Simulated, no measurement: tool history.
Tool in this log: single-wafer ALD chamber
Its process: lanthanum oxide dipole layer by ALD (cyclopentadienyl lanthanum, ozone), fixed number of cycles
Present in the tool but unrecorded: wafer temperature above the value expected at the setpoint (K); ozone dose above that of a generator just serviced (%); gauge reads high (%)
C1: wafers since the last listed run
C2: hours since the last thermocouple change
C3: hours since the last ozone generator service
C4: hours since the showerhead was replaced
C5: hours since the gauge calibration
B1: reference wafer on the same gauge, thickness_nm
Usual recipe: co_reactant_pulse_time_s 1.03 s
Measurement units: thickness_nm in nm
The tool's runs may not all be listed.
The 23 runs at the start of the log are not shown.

Run 24, hour 563.4: usual settings but co_reactant_pulse_time_s 0.80 s; C1 401; C2 316.1; C3 1598.7; C4 263.5; C5 206.0; B1 0.45. Result: thickness_nm 0.438 nm.
Run 25, hour 585.8: usual settings but co_reactant_pulse_time_s 1.24 s; C1 329; C2 338.5; C3 1621.1; C4 285.9; C5 228.4; B1 0.45. Result: thickness_nm 0.512 nm.
At hour 609.6: ozone generator serviced.
Run 26, hour 615.5: usual settings but co_reactant_pulse_time_s 1.41 s; C1 318; C2 368.2; C3 5.9; C4 315.6; C5 258.1; B1 0.45. Result: thickness_nm 0.546 nm.
Run 27, hour 638.0: usual settings but co_reactant_pulse_time_s 1.35 s; C1 330; C2 390.7; C3 28.4; C4 338.1; C5 280.6; B1 0.45. Result: thickness_nm 0.544 nm.
Run 28, hour 673.8: usual settings but co_reactant_pulse_time_s 0.74 s; C1 526; C2 426.5; C3 64.2; C4 373.9; C5 316.4; B1 0.45. Result: thickness_nm 0.453 nm.
Run 29, hour 702.4: usual settings; C1 420; C2 455.1; C3 92.8; C4 402.5; C5 345.0; B1 0.45. Result: thickness_nm 0.509 nm.
Run 30, hour 715.1: usual settings but co_reactant_pulse_time_s 1.27 s; C1 186; C2 467.8; C3 105.5; C4 415.2; C5 357.7; B1 0.45. Result: thickness_nm 0.536 nm.
Run 31, hour 737.1: usual settings but co_reactant_pulse_time_s 1.36 s; C1 323; C2 489.8; C3 127.5; C4 437.2; C5 379.7; B1 0.45. Result: thickness_nm 0.544 nm.
Run 32, hour 750.2: usual settings but co_reactant_pulse_time_s 1.22 s; C1 192; C2 502.9; C3 140.6; C4 450.3; C5 392.8; B1 0.45. Result: thickness_nm 0.530 nm.
Run 33, hour 762.8: usual settings; C1 185; C2 515.5; C3 153.2; C4 462.9; C5 405.4; B1 0.45. Result: thickness_nm 0.510 nm.
Run 34, hour 784.5: usual settings but co_reactant_pulse_time_s 0.75 s; C1 318; C2 537.2; C3 174.9; C4 484.6; C5 427.1; B1 0.45. Result: thickness_nm 0.454 nm.
Run 35, hour 820.4: usual settings but co_reactant_pulse_time_s 1.35 s; C1 527; C2 573.1; C3 210.8; C4 520.5; C5 463.0; B1 0.45. Result: thickness_nm 0.545 nm.

Here are 3 independent what-if runs from the current tool condition. What would each one return?
Run A, hour 820.8: usual settings; C1 5; C2 573.5; C3 211.2; C4 520.9; C5 463.4; B1 ?. Result: thickness_nm ?.
Run B, hour 820.8: usual settings but co_reactant_pulse_time_s 0.87 s; C1 5; C2 573.5; C3 211.2; C4 520.9; C5 463.4; B1 ?. Result: thickness_nm ?.
Run C, hour 820.8: usual settings but co_reactant_pulse_time_s 1.20 s; C1 5; C2 573.5; C3 211.2; C4 520.9; C5 463.4; B1 ?. Result: thickness_nm ?.

run    B1  thickness_nm
  A  0.45         0.507
  B  0.45         0.481
  C  0.45         0.528
The same runs, with their run-to-run variation unchanged, on a tool lacking any hidden condition would have given:
run  thickness_nm
  A         0.511
  B         0.485
  C         0.531
